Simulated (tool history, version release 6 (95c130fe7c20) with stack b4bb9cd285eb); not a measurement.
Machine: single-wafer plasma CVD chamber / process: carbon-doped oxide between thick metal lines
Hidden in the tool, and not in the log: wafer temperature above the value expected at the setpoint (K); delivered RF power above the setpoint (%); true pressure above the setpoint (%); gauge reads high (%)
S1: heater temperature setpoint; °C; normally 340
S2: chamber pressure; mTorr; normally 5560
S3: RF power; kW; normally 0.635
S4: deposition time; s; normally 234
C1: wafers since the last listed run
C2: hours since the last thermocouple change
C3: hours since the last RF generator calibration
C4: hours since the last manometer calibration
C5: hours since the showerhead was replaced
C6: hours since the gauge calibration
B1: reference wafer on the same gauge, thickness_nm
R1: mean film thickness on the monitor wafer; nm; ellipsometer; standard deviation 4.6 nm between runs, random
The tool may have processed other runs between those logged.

run	hour	S1	S2	S3	S4	C1	C2	C3	C4	C5	C6	B1	R1
1	0.0	340	5560	0.585	252	0	583.6	1340.2	1230.3	6801.4	447.3	1287.373	1370.344
2	52.1	340	5560	0.635	234	245	635.7	1392.3	1282.4	6853.5	499.4	1285.981	1366.396
3	122.2	348	5560	0.635	234	330	705.8	1462.4	1352.5	6923.6	569.5	1288.352	1331.060
4	155.0	340	6560	0.635	234	154	738.6	1495.2	1385.3	6956.4	602.3	1288.705	1395.548
# hour 289.6: showerhead replaced
5	323.5	340	6290	0.575	234	757	907.1	1663.7	1553.8	33.9	770.8	1291.856	1272.093
6	372.6	340	6290	0.575	234	231	956.2	1712.8	1602.9	83.0	819.9	1293.769	1271.916
# hour 391.2: thermocouple changed; heater temperature recalibrated
7	414.9	340	6290	0.575	234	161	23.7	1755.1	1645.2	125.3	862.2	1294.397	1266.086
8	601.7	340	5560	0.635	234	881	210.5	1941.9	1832.0	312.1	1049.0	1300.084	1371.559
9	668.8	340	5560	0.635	234	316	277.6	2009.0	1899.1	379.2	1116.1	1301.557	1384.897
10	698.6	340	6670	0.635	234	140	307.4	2038.8	1928.9	409.0	1145.9	1302.861	1405.339
11	741.0	340	5560	0.635	234	200	349.8	2081.2	1971.3	451.4	1188.3	1303.686	1381.782
12	795.9	331	5560	0.635	213	259	404.7	2136.1	2026.2	506.3	1243.2	1305.305	1297.241
13	847.3	348	5560	0.600	234	242	456.1	2187.5	2077.6	557.7	1294.6	1308.128	1292.635
14	890.7	340	4730	0.600	188	204	499.5	2230.9	2121.0	601.1	1338.0	1307.818	1046.184
15	915.5	340	6290	0.575	234	117	524.3	2255.7	2145.8	625.9	1362.8	1310.576	1291.883
16	948.5	340	6190	0.745	234	155	557.3	2288.7	2178.8	658.9	1395.8	1310.822	1597.402
# hour 989.4: capacitance manometer re-zeroed and calibrated
17	1000.2	340	5560	0.635	234	206	609.0	2340.4	10.8	710.6	1447.5	1313.990	1396.284
# hour 1044.9: RF generator calibrated
18	1091.1	340	5560	0.635	234	391	699.9	46.2	101.7	801.5	1538.4	1318.451	1401.535
# hour 1138.0: gauge calibrated
19	1190.9	350	6620	0.635	270	470	799.7	146.0	201.5	901.3	52.9	1277.857	1540.133
20	1219.0	352	5560	0.535	195	132	827.8	174.1	229.6	929.4	81.0	1277.889	938.780
21	1249.3	340	5560	0.635	234	142	858.1	204.4	259.9	959.7	111.3	1278.926	1361.325
22	1285.4	326	5050	0.740	196	170	894.2	240.5	296.0	995.8	147.4	1277.766	1325.098
23	1327.0	340	5560	0.635	234	196	935.8	282.1	337.6	1037.4	189.0	1278.420	1356.271
# hour 1388.8: thermocouple changed; heater temperature recalibrated
24	1389.8	330	6670	0.590	234	258	1.0	344.9	400.4	1100.2	251.8	1279.570	1345.792
25	1461.6	340	5560	0.635	249	338	72.8	416.7	472.2	1172.0	323.6	1278.596	1453.431
26	1568.5	350	5560	0.635	234	504	179.7	523.6	579.1	1278.9	430.5	1280.574	1318.792
27	1639.4	344	4410	0.670	207	334	250.6	594.5	650.0	1349.8	501.4	1281.528	1208.442
28	1671.1	345	5560	0.635	234	149	282.3	626.2	681.7	1381.5	533.1	1282.465	1331.169

4 ways to go on from here, each from the tool as it stands after run 28. What would each give?
A	1671.6	340	5560	0.635	234	2	282.8	626.7	682.2	1382.0	533.6	?	?
B	1671.6	349	5560	0.560	234	2	282.8	626.7	682.2	1382.0	533.6	?	?
C	1671.6	334	6920	0.635	193	2	282.8	626.7	682.2	1382.0	533.6	?	?
D	1671.6	346	4530	0.635	250	2	282.8	626.7	682.2	1382.0	533.6	?	?

run	B1	R1
A	1282.271	1361.279
B	1282.271	1185.613
C	1282.271	1170.025
D	1282.271	1391.861
Take away the tool's hidden state, keep each run's random variation, and the runs would have read:
run	R1
A	1359.337
B	1183.922
C	1168.356
D	1389.875

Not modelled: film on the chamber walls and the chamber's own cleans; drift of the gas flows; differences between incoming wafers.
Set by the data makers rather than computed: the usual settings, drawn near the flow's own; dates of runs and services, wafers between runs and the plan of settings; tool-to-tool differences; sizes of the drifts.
